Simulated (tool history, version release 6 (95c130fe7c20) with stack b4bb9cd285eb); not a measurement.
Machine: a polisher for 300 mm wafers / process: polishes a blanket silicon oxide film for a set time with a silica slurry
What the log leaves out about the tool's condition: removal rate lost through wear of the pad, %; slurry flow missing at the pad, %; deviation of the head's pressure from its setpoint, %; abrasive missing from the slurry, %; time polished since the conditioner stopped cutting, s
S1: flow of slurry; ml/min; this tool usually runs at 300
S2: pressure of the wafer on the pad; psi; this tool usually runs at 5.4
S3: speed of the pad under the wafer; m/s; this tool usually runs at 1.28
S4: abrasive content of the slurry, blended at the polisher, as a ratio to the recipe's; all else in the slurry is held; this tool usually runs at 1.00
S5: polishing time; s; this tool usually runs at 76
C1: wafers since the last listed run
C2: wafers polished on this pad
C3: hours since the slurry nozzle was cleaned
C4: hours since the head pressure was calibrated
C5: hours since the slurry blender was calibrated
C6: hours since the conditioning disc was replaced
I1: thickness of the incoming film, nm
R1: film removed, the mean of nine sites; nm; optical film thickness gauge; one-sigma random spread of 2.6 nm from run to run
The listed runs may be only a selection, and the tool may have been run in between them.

run	hour	S1	S2	S3	S4	S5	C1	C2	C3	C4	C5	C6	I1	R1
1	0.0	300	5.4	1.28	1.00	76	0	2381	483.2	267.2	255.8	399.5	1113.7	355.9
# hour 29.8: conditioning disc replaced and pad reconditioned
2	44.4	300	5.4	1.28	1.00	76	257	2638	527.6	311.6	300.2	14.6	1130.1	356.6
# hour 67.9: worn pad replaced by a new one
3	152.0	300	5.4	1.28	1.00	76	628	510	635.2	419.2	407.8	122.2	1107.8	383.7
# hour 194.9: slurry blender recalibrated
4	233.5	300	5.4	1.28	1.00	76	482	992	716.7	500.7	38.6	203.7	1120.2	375.7
# hour 267.7: head pressure recalibrated
# hour 275.2: slurry nozzle cleaned
5	320.3	300	4.8	1.28	1.00	76	508	1500	45.1	52.6	125.4	290.5	1120.7	337.5
6	393.3	300	4.8	1.28	1.00	76	442	1943	118.1	125.6	198.4	363.5	1129.1	333.0
# hour 455.3: conditioning disc replaced and pad reconditioned
7	458.2	300	4.8	1.28	1.00	76	381	2325	183.0	190.5	263.3	2.9	1112.3	329.3
8	517.4	300	5.4	1.42	1.00	76	359	2684	242.2	249.7	322.5	62.1	1125.9	378.1
# hour 524.4: worn pad replaced by a new one
9	617.6	300	5.4	1.42	1.00	76	583	565	342.4	349.9	422.7	162.3	1136.1	409.6
# hour 675.8: slurry blender recalibrated
10	677.9	300	5.4	1.42	1.00	76	353	919	402.7	410.2	2.1	222.6	1127.6	403.1
11	718.3	300	5.4	1.28	1.00	76	245	1164	443.1	450.6	42.5	263.0	1112.0	371.9
12	793.6	300	5.4	1.28	1.00	67	456	1620	518.4	525.9	117.8	338.3	1128.1	320.8
# hour 844.1: head pressure recalibrated
13	860.2	300	5.4	1.00	0.80	76	391	2012	585.0	16.1	184.4	404.9	1115.4	258.3
# hour 872.9: conditioning disc replaced and pad reconditioned
14	968.0	300	7.0	1.28	1.15	76	641	2654	692.8	123.9	292.2	95.1	1131.5	457.2
# hour 975.1: worn pad replaced by a new one
# hour 988.0: slurry nozzle cleaned
15	1061.4	300	5.4	1.28	0.85	76	536	517	73.4	217.3	385.6	188.5	1124.8	342.7

Estimate the outcome of run 16 from the log above:
# hour 1092.6: slurry blender recalibrated
16	1156.7	300	4.9	1.68	1.25	76	565	1083	168.7	312.6	64.1	283.8	1102.8	?

R1: 483.5 nm
Take away the tool's hidden state, keep the run-to-run variation as it was, and the same run would have given R1 504.8 nm.
